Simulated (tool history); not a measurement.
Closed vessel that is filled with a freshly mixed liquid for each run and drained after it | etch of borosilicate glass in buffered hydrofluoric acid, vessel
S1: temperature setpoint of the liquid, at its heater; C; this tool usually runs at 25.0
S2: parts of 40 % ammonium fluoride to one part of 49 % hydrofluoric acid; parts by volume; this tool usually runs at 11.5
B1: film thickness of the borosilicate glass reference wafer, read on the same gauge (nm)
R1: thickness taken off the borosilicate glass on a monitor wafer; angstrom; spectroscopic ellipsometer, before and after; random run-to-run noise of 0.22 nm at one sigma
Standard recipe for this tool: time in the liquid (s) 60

{"run": 1, "hour": 0.0, "S1": 25.0, "S2": 11.5, "time in the liquid (s)": 60, "B1": 80.0, "R1": 663.0}
{"run": 2, "hour": 6.7, "S1": 25.0, "S2": 10.0, "time in the liquid (s)": 60, "B1": 80.03, "R1": 762.7}
{"run": 3, "hour": 24.0, "S1": 25.0, "S2": 10.0, "time in the liquid (s)": 60, "B1": 80.01, "R1": 762.9}
{"run": 4, "hour": 40.1, "S1": 24.0, "S2": 11.5, "time in the liquid (s)": 60, "B1": 79.97, "R1": 628.5}
{"run": 5, "hour": 57.4, "S1": 24.0, "S2": 11.5, "time in the liquid (s)": 60, "B1": 80.0, "R1": 624.4}
{"run": 6, "hour": 66.3, "S1": 24.0, "S2": 11.5, "time in the liquid (s)": 60, "B1": 79.94, "R1": 629.3}
{"hour": 81.3, "done": "hydrofluoric acid flow meter replaced"}
{"run": 7, "hour": 83.2, "S1": 21.5, "S2": 11.5, "time in the liquid (s)": 60, "B1": 79.98, "R1": 548.5}
{"run": 8, "hour": 96.2, "S1": 21.5, "S2": 11.5, "time in the liquid (s)": 60, "B1": 79.93, "R1": 547.9}
{"hour": 97.4, "done": "thermometer replaced"}
{"run": 9, "hour": 106.5, "S1": 25.0, "S2": 11.5, "time in the liquid (s)": 60, "B1": 80.0, "R1": 756.7}
{"run": 10, "hour": 121.7, "S1": 25.0, "S2": 11.5, "time in the liquid (s)": 60, "B1": 80.03, "R1": 760.4}
{"run": 11, "hour": 138.9, "S1": 22.5, "S2": 14.0, "time in the liquid (s)": 90, "B1": 80.03, "R1": 824.6}
{"run": 12, "hour": 152.3, "S1": 23.0, "S2": 13.5, "time in the liquid (s)": 30, "B1": 80.02, "R1": 292.0}
{"run": 13, "hour": 163.0, "S1": 25.0, "S2": 11.5, "time in the liquid (s)": 60, "B1": 80.0, "R1": 759.6}
{"run": 14, "hour": 173.4, "S1": 24.0, "S2": 11.5, "time in the liquid (s)": 60, "B1": 80.07, "R1": 719.1}
{"run": 15, "hour": 190.3, "S1": 21.0, "S2": 11.5, "time in the liquid (s)": 95, "B1": 80.02, "R1": 967.0}
{"hour": 191.9, "done": "gauge calibrated"}
{"run": 16, "hour": 198.9, "S1": 25.0, "S2": 11.5, "time in the liquid (s)": 85, "B1": 79.97, "R1": 1074.7}
{"run": 17, "hour": 209.3, "S1": 25.0, "S2": 15.5, "time in the liquid (s)": 70, "B1": 80.05, "R1": 658.1}
{"run": 18, "hour": 226.8, "S1": 30.0, "S2": 16.0, "time in the liquid (s)": 85, "B1": 80.06, "R1": 1012.5}
{"run": 19, "hour": 243.4, "S1": 25.0, "S2": 11.5, "time in the liquid (s)": 60, "B1": 80.01, "R1": 758.2}
{"run": 20, "hour": 250.6, "S1": 28.5, "S2": 11.5, "time in the liquid (s)": 80, "B1": 79.99, "R1": 1210.1}
{"run": 21, "hour": 257.0, "S1": 20.0, "S2": 10.0, "time in the liquid (s)": 60, "B1": 80.04, "R1": 661.6}

Branching from run 21: 4 alternative next runs. What would each branch give?
{"run": "A", "hour": 257.7, "S1": 25.0, "S2": 11.5, "time in the liquid (s)": 60, "B1": "?", "R1": "?"}
{"run": "B", "hour": 257.7, "S1": 25.0, "S2": 13.0, "time in the liquid (s)": 60, "B1": "?", "R1": "?"}
{"run": "C", "hour": 257.7, "S1": 30.0, "S2": 8.5, "time in the liquid (s)": 90, "B1": "?", "R1": "?"}
{"run": "D", "hour": 257.7, "S1": 25.0, "S2": 11.5, "time in the liquid (s)": 75, "B1": "?", "R1": "?"}

run=A B1=80.00 R1=757.0
run=B B1=80.00 R1=670.7
run=C B1=80.00 R1=1929.6
run=D B1=80.00 R1=946.3
What these runs would have given with no unlogged condition in the tool:
run=A R1=764.7
run=B R1=677.5
run=C R1=1948.6
run=D R1=955.9
